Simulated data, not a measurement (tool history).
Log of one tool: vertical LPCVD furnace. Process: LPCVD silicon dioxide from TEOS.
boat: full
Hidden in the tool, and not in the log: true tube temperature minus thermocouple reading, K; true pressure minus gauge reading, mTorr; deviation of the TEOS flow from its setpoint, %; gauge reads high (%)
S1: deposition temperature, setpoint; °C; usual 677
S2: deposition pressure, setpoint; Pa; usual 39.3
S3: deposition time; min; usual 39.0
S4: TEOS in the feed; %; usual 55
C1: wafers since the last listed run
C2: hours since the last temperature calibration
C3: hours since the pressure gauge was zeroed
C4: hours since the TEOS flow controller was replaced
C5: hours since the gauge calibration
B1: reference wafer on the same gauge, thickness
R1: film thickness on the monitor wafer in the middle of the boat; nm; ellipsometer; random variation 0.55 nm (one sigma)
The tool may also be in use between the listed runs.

Run 1, hour 0.0: usual settings; C1 0; C2 2954.3; C3 3355.7; C4 4091.1; C5 301.6; B1 137.28. Result: R1 155.14 nm.
Run 2, hour 35.5: usual settings; C1 650; C2 2989.8; C3 3391.2; C4 4126.6; C5 337.1; B1 137.69. Result: R1 154.75 nm.
Run 3, hour 65.3: usual settings but S3 33.5 min; C1 546; C2 3019.6; C3 3421.0; C4 4156.4; C5 366.9; B1 137.51. Result: R1 132.73 nm.
Run 4, hour 94.8: usual settings but S3 33.5 min; C1 540; C2 3049.1; C3 3450.5; C4 4185.9; C5 396.4; B1 137.85. Result: R1 133.05 nm.
Run 5, hour 115.1: usual settings but S3 33.5 min; C1 372; C2 3069.4; C3 3470.8; C4 4206.2; C5 416.7; B1 138.11. Result: R1 133.89 nm.
Run 6, hour 128.0: usual settings but S2 44.0 Pa; C1 236; C2 3082.3; C3 3483.7; C4 4219.1; C5 429.6; B1 138.22. Result: R1 164.10 nm.
Run 7, hour 151.9: usual settings but S2 44.0 Pa; C1 438; C2 3106.2; C3 3507.6; C4 4243.0; C5 453.5; B1 138.03. Result: R1 164.46 nm.
Run 8, hour 176.2: usual settings but S2 44.0 Pa; C1 445; C2 3130.5; C3 3531.9; C4 4267.3; C5 477.8; B1 138.23. Result: R1 163.72 nm.
Run 9, hour 193.7: usual settings; C1 320; C2 3148.0; C3 3549.4; C4 4284.8; C5 495.3; B1 138.21. Result: R1 155.09 nm.
At hour 246.6: TEOS flow controller replaced.
Run 10, hour 247.1: usual settings but S2 36.0 Pa; C1 538; C2 3201.4; C3 3602.8; C4 0.5; C5 548.7; B1 138.73. Result: R1 149.50 nm.
Run 11, hour 250.9: usual settings; C1 69; C2 3205.2; C3 3606.6; C4 4.3; C5 552.5; B1 138.56. Result: R1 155.12 nm.
At hour 254.9: gauge calibrated.
Run 12, hour 271.4: usual settings; C1 375; C2 3225.7; C3 3627.1; C4 24.8; C5 16.5; B1 135.59. Result: R1 152.32 nm.
At hour 369.8: thermocouples replaced and temperature profile calibrated.
Run 13, hour 376.3: usual settings but S4 50 %; C1 1482; C2 6.5; C3 3732.0; C4 129.7; C5 121.4; B1 136.32. Result: R1 145.01 nm.
Run 14, hour 388.6: usual settings but S4 50 %; C1 225; C2 18.8; C3 3744.3; C4 142.0; C5 133.7; B1 136.09. Result: R1 145.65 nm.
Run 15, hour 417.5: usual settings but S1 681 °C; C1 529; C2 47.7; C3 3773.2; C4 170.9; C5 162.6; B1 136.24. Result: R1 168.61 nm.
Run 16, hour 429.5: usual settings but S4 50 %; C1 219; C2 59.7; C3 3785.2; C4 182.9; C5 174.6; B1 136.57. Result: R1 146.81 nm.
Run 17, hour 444.9: usual settings but S3 28.0 min, S4 62 %; C1 282; C2 75.1; C3 3800.6; C4 198.3; C5 190.0; B1 136.59. Result: R1 116.67 nm.
Run 18, hour 467.3: usual settings; C1 410; C2 97.5; C3 3823.0; C4 220.7; C5 212.4; B1 136.61. Result: R1 153.46 nm.
Run 19, hour 499.3: usual settings but S2 42.7 Pa; C1 586; C2 129.5; C3 3855.0; C4 252.7; C5 244.4; B1 136.96. Result: R1 159.66 nm.
Run 20, hour 521.1: usual settings but S1 666 °C; C1 399; C2 151.3; C3 3876.8; C4 274.5; C5 266.2; B1 137.08. Result: R1 117.81 nm.
Run 21, hour 536.5: usual settings but S1 687 °C, S2 34.7 Pa, S3 28.0 min, S4 64 %; C1 282; C2 166.7; C3 3892.2; C4 289.9; C5 281.6; B1 137.01. Result: R1 142.51 nm.
Run 22, hour 552.5: usual settings but S1 683 °C; C1 293; C2 182.7; C3 3908.2; C4 305.9; C5 297.6; B1 137.07. Result: R1 177.92 nm.
Run 23, hour 584.8: usual settings but S3 45.0 min, S4 48 %; C1 591; C2 215.0; C3 3940.5; C4 338.2; C5 329.9; B1 137.28. Result: R1 165.42 nm.
At hour 624.1: pressure gauge zeroed.
Run 24, hour 624.6: usual settings; C1 289; C2 254.8; C3 0.5; C4 378.0; C5 369.7; B1 137.29. Result: R1 154.15 nm.
Run 25, hour 637.1: usual settings; C1 229; C2 267.3; C3 13.0; C4 390.5; C5 382.2; B1 137.52. Result: R1 154.41 nm.
Run 26, hour 657.5: usual settings but S2 49.3 Pa; C1 373; C2 287.7; C3 33.4; C4 410.9; C5 402.6; B1 137.58. Result: R1 173.61 nm.
Run 27, hour 683.8: usual settings; C1 482; C2 314.0; C3 59.7; C4 437.2; C5 428.9; B1 137.88. Result: R1 155.29 nm.
Run 28, hour 711.6: usual settings but S3 34.5 min; C1 509; C2 341.8; C3 87.5; C4 465.0; C5 456.7; B1 137.96. Result: R1 136.82 nm.
Run 29, hour 728.9: usual settings; C1 317; C2 359.1; C3 104.8; C4 482.3; C5 474.0; B1 137.96. Result: R1 154.62 nm.
Run 30, hour 748.0: usual settings but S2 34.7 Pa, S4 52 %; C1 350; C2 378.2; C3 123.9; C4 501.4; C5 493.1; B1 138.16. Result: R1 141.39 nm.
Run 31, hour 781.1: usual settings but S3 34.5 min, S4 45 %; C1 606; C2 411.3; C3 157.0; C4 534.5; C5 526.2; B1 138.31. Result: R1 124.44 nm.

4 ways to go on from here, each from the tool as it stands after run 31. What would each give?
Run A, hour 785.0: usual settings; C1 71; C2 415.2; C3 160.9; C4 538.4; C5 530.1; B1 ?. Result: R1 ?.
Run B, hour 785.0: usual settings but S4 52 %; C1 71; C2 415.2; C3 160.9; C4 538.4; C5 530.1; B1 ?. Result: R1 ?.
Run C, hour 785.0: usual settings but S1 686 °C, S4 63 %; C1 71; C2 415.2; C3 160.9; C4 538.4; C5 530.1; B1 ?. Result: R1 ?.
Run D, hour 785.0: usual settings but S1 669 °C, S3 32.0 min; C1 71; C2 415.2; C3 160.9; C4 538.4; C5 530.1; B1 ?. Result: R1 ?.

run      B1      R1
  A  138.41  155.29
  B  138.41  151.00
  C  138.41  206.61
  D  138.41  104.64
Without the tool's hidden state the same runs would have given:
run      R1
  A  152.60
  B  148.38
  C  203.02
  D  102.82
